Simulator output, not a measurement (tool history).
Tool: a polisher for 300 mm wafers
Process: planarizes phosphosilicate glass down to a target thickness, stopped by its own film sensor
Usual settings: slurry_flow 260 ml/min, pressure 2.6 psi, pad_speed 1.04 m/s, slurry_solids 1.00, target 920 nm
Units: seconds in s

run	hour	slurry_flow	pressure	pad_speed	slurry_solids	target	wafers since the last listed run	wafers polished on this pad	hours since the slurry nozzle was cleaned	hours since the head pressure was calibrated	hours since the slurry blender was calibrated	hours since the conditioning disc was replaced	incoming thickness of the incoming film, nm	seconds
1	0.0	260	2.6	1.04	1.00	920	0	515	376.6	66.3	20.2	441.0	1641.7	106.7
2	12.6	260	2.6	1.04	1.00	920	126	641	389.2	78.9	32.8	453.6	1652.0	108.2
3	25.4	260	2.6	1.04	1.00	920	128	769	402.0	91.7	45.6	466.4	1636.2	105.7
# hour 36.9: conditioning disc replaced and pad reconditioned
4	37.4	260	2.6	1.04	1.00	920	100	869	414.0	103.7	57.6	0.5	1651.1	109.4
# hour 40.9: slurry nozzle cleaned
5	47.2	260	2.9	1.04	0.85	920	88	957	6.3	113.5	67.4	10.3	1641.8	93.4
6	59.2	335	2.1	1.04	0.90	822	120	1078	18.3	125.5	79.4	22.3	1621.5	138.6
# hour 66.7: worn pad replaced by a new one
7	75.3	260	2.6	0.76	1.00	920	121	85	34.4	141.6	95.5	38.4	1655.3	128.7
8	88.6	260	3.2	1.04	1.30	685	133	218	47.7	154.9	108.8	51.7	1642.9	94.3
9	95.0	260	2.6	1.04	1.00	920	64	283	54.1	161.3	115.2	58.1	1639.6	99.5
10	110.6	260	1.7	0.86	0.80	1007	156	439	69.7	176.9	130.8	73.7	1654.1	174.8
11	124.8	175	2.6	1.18	1.00	920	142	581	83.9	191.1	145.0	87.9	1629.6	91.1
12	132.8	260	2.6	1.04	1.00	920	80	661	91.9	199.1	153.0	95.9	1629.9	98.0
# hour 158.1: slurry blender recalibrated
13	176.2	260	2.6	1.04	1.00	920	414	1075	135.3	242.5	18.1	139.3	1646.6	97.8
# hour 192.5: worn pad replaced by a new one
14	193.0	195	2.2	0.72	1.00	827	128	5	152.1	259.3	34.9	156.1	1646.3	188.1
15	207.0	260	2.1	1.04	1.00	920	140	145	166.1	273.3	48.9	170.1	1646.4	126.4
16	213.3	195	2.3	1.04	1.25	920	63	208	172.4	279.6	55.2	176.4	1663.9	112.0
17	220.2	260	3.0	0.72	1.10	920	69	277	179.3	286.5	62.1	183.3	1662.0	115.9
18	230.1	260	2.6	1.04	1.00	920	99	376	189.2	296.4	72.0	193.2	1647.1	101.2
19	245.5	260	2.6	1.16	1.00	920	154	530	204.6	311.8	87.4	208.6	1653.7	94.5
20	263.4	260	2.3	1.04	1.25	920	179	709	222.5	329.7	105.3	226.5	1653.7	104.8
21	270.3	260	2.6	1.04	1.00	700	69	778	229.4	336.6	112.2	233.4	1644.0	129.9
22	286.2	260	2.6	0.70	1.00	920	159	938	245.3	352.5	128.1	249.3	1652.1	138.8
23	294.2	260	2.6	1.04	1.00	920	80	1018	253.3	360.5	136.1	257.3	1654.1	103.2
24	308.7	260	2.6	0.84	1.00	920	145	1163	267.8	375.0	150.6	271.8	1637.6	117.0
# hour 315.5: worn pad replaced by a new one
25	324.3	260	3.3	0.94	0.70	920	116	87	283.4	390.6	166.2	287.4	1621.5	100.5
# hour 333.2: slurry blender recalibrated
# hour 335.3: head pressure recalibrated
26	336.3	260	2.6	1.04	0.75	1163	80	167	295.4	1.0	3.1	299.4	1648.8	79.8
27	343.8	330	3.5	1.04	0.75	851	75	242	302.9	8.5	10.6	306.9	1636.3	89.7

3 ways to go on from here, each from the tool as it stands after run 27. What would each give?
A	344.3	330	2.6	1.04	1.00	920	5	247	303.4	9.0	11.1	307.4	1629.2	?
B	344.3	260	2.9	1.24	1.00	812	5	247	303.4	9.0	11.1	307.4	1629.2	?
C	344.3	290	2.2	1.04	1.00	920	5	247	303.4	9.0	11.1	307.4	1629.2	?

run	seconds
A	99.8
B	92.9
C	120.1
Without the tool's hidden state the same runs would have given:
run	seconds
A	95.2
B	87.5
C	113.9
